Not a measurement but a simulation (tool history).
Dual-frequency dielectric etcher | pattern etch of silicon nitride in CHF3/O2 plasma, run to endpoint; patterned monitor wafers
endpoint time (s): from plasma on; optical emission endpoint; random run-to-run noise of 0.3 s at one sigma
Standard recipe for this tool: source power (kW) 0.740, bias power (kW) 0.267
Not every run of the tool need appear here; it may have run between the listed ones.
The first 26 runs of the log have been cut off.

run	hour	source power (kW)	bias power (kW)	wafers since the last listed run	hours since the last wet clean	hours since the last source power generator calibration	hours since the last bias power generator calibration	hours since the last upper electrode change	incoming incoming film thickness, nm	endpoint time (s)
27	761.5	0.830	0.246	176	126.2	91.8	110.3	558.8	100.7	55.6
28	788.2	0.740	0.267	195	152.9	118.5	137.0	585.5	100.6	58.9
29	820.6	0.740	0.212	237	185.3	150.9	169.4	617.9	100.5	65.1
30	847.8	0.740	0.210	199	212.5	178.1	196.6	645.1	100.0	65.3
31	869.0	0.740	0.267	155	233.7	199.3	217.8	666.3	100.5	59.4
32	903.1	0.740	0.267	250	267.8	233.4	251.9	700.4	101.2	60.2
33	928.1	0.790	0.320	183	292.8	258.4	276.9	725.4	100.2	52.1
34	970.8	0.740	0.267	313	335.5	301.1	319.6	768.1	100.2	59.4
35	990.7	0.880	0.267	146	355.4	321.0	339.5	788.0	100.4	52.8
36	1013.4	0.670	0.296	166	378.1	343.7	362.2	810.7	100.3	62.0

Here are 3 independent what-if runs from the current tool condition. What would each one return?
A	1013.8	0.740	0.267	2	378.5	344.1	362.6	811.1	100.4	?
B	1013.8	0.860	0.307	2	378.5	344.1	362.6	811.1	100.4	?
C	1013.8	0.670	0.242	2	378.5	344.1	362.6	811.1	100.4	?

run	endpoint time (s)
A	59.5
B	50.1
C	67.6
Take away the tool's hidden state, keep each run's random variation, and the runs would have read:
run	endpoint time (s)
A	57.6
B	48.5
C	65.4
